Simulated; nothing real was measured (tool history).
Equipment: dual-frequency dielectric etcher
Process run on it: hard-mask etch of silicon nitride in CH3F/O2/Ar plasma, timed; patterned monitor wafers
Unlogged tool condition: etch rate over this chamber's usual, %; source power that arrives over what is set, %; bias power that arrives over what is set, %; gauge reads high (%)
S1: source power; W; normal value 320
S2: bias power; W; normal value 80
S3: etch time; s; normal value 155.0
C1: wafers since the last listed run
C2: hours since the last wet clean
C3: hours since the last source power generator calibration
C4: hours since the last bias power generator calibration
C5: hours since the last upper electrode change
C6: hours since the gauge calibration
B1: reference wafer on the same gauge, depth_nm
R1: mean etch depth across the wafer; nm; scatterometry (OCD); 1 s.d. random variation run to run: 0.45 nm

Run 1, hour 0.0: usual settings; C1 0; C2 229.1; C3 1352.5; C4 1992.6; C5 4167.6; C6 1386.5; B1 110.0. Result: R1 101.7 nm.
Run 2, hour 36.1: usual settings; C1 327; C2 265.2; C3 1388.6; C4 2028.7; C5 4203.7; C6 1422.6; B1 110.0. Result: R1 102.4 nm.
Run 3, hour 107.7: usual settings; C1 649; C2 336.8; C3 1460.2; C4 2100.3; C5 4275.3; C6 1494.2; B1 109.7. Result: R1 102.2 nm.
Run 4, hour 144.6: usual settings but S3 133.0 s; C1 334; C2 373.7; C3 1497.1; C4 2137.2; C5 4312.2; C6 1531.1; B1 109.5. Result: R1 87.0 nm.
At hour 208.3: wet clean of the chamber.
Run 5, hour 208.8: usual settings but S3 133.0 s; C1 364; C2 0.5; C3 1561.3; C4 2201.4; C5 4376.4; C6 1595.3; B1 109.3. Result: R1 86.7 nm.
Run 6, hour 226.5: usual settings but S3 187.5 s; C1 160; C2 18.2; C3 1579.0; C4 2219.1; C5 4394.1; C6 1613.0; B1 109.2. Result: R1 123.4 nm.
Run 7, hour 297.8: usual settings but S3 187.5 s; C1 647; C2 89.5; C3 1650.3; C4 2290.4; C5 4465.4; C6 1684.3; B1 109.1. Result: R1 121.7 nm.
Run 8, hour 349.9: usual settings; C1 472; C2 141.6; C3 1702.4; C4 2342.5; C5 4517.5; C6 1736.4; B1 109.0. Result: R1 101.3 nm.
Run 9, hour 410.0: usual settings; C1 545; C2 201.7; C3 1762.5; C4 2402.6; C5 4577.6; C6 1796.5; B1 108.7. Result: R1 100.7 nm.
At hour 485.0: gauge calibrated.
Run 10, hour 549.0: usual settings; C1 1261; C2 340.7; C3 1901.5; C4 2541.6; C5 4716.6; C6 64.0; B1 111.8. Result: R1 104.5 nm.
Run 11, hour 578.7: usual settings; C1 269; C2 370.4; C3 1931.2; C4 2571.3; C5 4746.3; C6 93.7; B1 111.8. Result: R1 104.1 nm.
At hour 609.6: wet clean of the chamber.
Run 12, hour 645.4: usual settings; C1 387; C2 35.8; C3 1997.9; C4 2638.0; C5 4813.0; C6 160.4; B1 111.6. Result: R1 104.1 nm.
Run 13, hour 675.4: usual settings; C1 272; C2 65.8; C3 2027.9; C4 2668.0; C5 4843.0; C6 190.4; B1 111.6. Result: R1 104.1 nm.
Run 14, hour 747.0: usual settings but S1 290 W, S2 71 W, S3 115.0 s; C1 649; C2 137.4; C3 2099.5; C4 2739.6; C5 4914.6; C6 262.0; B1 111.8. Result: R1 72.0 nm.
At hour 795.0: bias power generator calibrated.
Run 15, hour 808.6: usual settings but S1 360 W; C1 522; C2 199.0; C3 2161.1; C4 13.6; C5 4976.2; C6 323.6; B1 111.7. Result: R1 109.8 nm.
At hour 848.9: source power generator calibrated.
Run 16, hour 875.2: usual settings; C1 568; C2 265.6; C3 26.3; C4 80.2; C5 5042.8; C6 390.2; B1 111.6. Result: R1 103.4 nm.
Run 17, hour 914.2: usual settings but S3 122.0 s; C1 353; C2 304.6; C3 65.3; C4 119.2; C5 5081.8; C6 429.2; B1 111.6. Result: R1 81.6 nm.
Run 18, hour 978.5: usual settings but S1 240 W, S2 96 W, S3 121.0 s; C1 583; C2 368.9; C3 129.6; C4 183.5; C5 5146.1; C6 493.5; B1 111.6. Result: R1 74.5 nm.
At hour 1012.7: upper electrode replaced.
Run 19, hour 1013.2: usual settings but S1 290 W, S2 65 W, S3 137.0 s; C1 97; C2 403.6; C3 164.3; C4 218.2; C5 0.5; C6 528.2; B1 111.5. Result: R1 83.8 nm.
At hour 1080.9: wet clean of the chamber.
Run 20, hour 1081.4: usual settings but S1 360 W, S2 61 W, S3 179.0 s; C1 401; C2 0.5; C3 232.5; C4 286.4; C5 68.7; C6 596.4; B1 111.4. Result: R1 119.2 nm.
Run 21, hour 1132.0: usual settings but S3 136.5 s; C1 459; C2 51.1; C3 283.1; C4 337.0; C5 119.3; C6 647.0; B1 111.3. Result: R1 91.3 nm.
Run 22, hour 1158.1: usual settings but S2 96 W, S3 177.5 s; C1 236; C2 77.2; C3 309.2; C4 363.1; C5 145.4; C6 673.1; B1 111.4. Result: R1 123.6 nm.
Run 23, hour 1194.0: usual settings but S1 260 W, S2 88 W; C1 325; C2 113.1; C3 345.1; C4 399.0; C5 181.3; C6 709.0; B1 111.2. Result: R1 96.3 nm.
Run 24, hour 1256.2: usual settings but S3 129.5 s; C1 564; C2 175.3; C3 407.3; C4 461.2; C5 243.5; C6 771.2; B1 111.1. Result: R1 86.6 nm.
Run 25, hour 1286.4: usual settings but S2 86 W; C1 274; C2 205.5; C3 437.5; C4 491.4; C5 273.7; C6 801.4; B1 111.2. Result: R1 106.0 nm.
At hour 1452.7: wet clean of the chamber.
Run 26, hour 1478.6: usual settings but S1 270 W, S2 69 W; C1 1526; C2 25.9; C3 629.7; C4 683.6; C5 465.9; C6 993.6; B1 110.7. Result: R1 92.0 nm.
Run 27, hour 1555.0: usual settings but S2 96 W, S3 177.5 s; C1 693; C2 102.3; C3 706.1; C4 760.0; C5 542.3; C6 1070.0; B1 110.6. Result: R1 122.7 nm.
Run 28, hour 1584.7: usual settings; C1 269; C2 132.0; C3 735.8; C4 789.7; C5 572.0; C6 1099.7; B1 110.5. Result: R1 103.3 nm.
Run 29, hour 1612.0: usual settings; C1 247; C2 159.3; C3 763.1; C4 817.0; C5 599.3; C6 1127.0; B1 110.5. Result: R1 103.1 nm.
Run 30, hour 1662.0: usual settings but S1 390 W, S2 67 W, S3 122.5 s; C1 453; C2 209.3; C3 813.1; C4 867.0; C5 649.3; C6 1177.0; B1 110.4. Result: R1 84.9 nm.

Here are 3 independent what-if runs from the current tool condition. What would each one return?
Run A, hour 1662.5: usual settings but S3 141.0 s; C1 4; C2 209.8; C3 813.6; C4 867.5; C5 649.8; C6 1177.5; B1 ?. Result: R1 ?.
Run B, hour 1662.5: usual settings but S1 280 W; C1 4; C2 209.8; C3 813.6; C4 867.5; C5 649.8; C6 1177.5; B1 ?. Result: R1 ?.
Run C, hour 1662.5: usual settings but S2 68 W, S3 193.5 s; C1 4; C2 209.8; C3 813.6; C4 867.5; C5 649.8; C6 1177.5; B1 ?. Result: R1 ?.

run     B1     R1
  A  110.3   93.6
  B  110.3   96.7
  C  110.3  123.8
What these runs would have given with no unlogged condition in the tool:
run     R1
  A   95.0
  B   98.1
  C  125.6
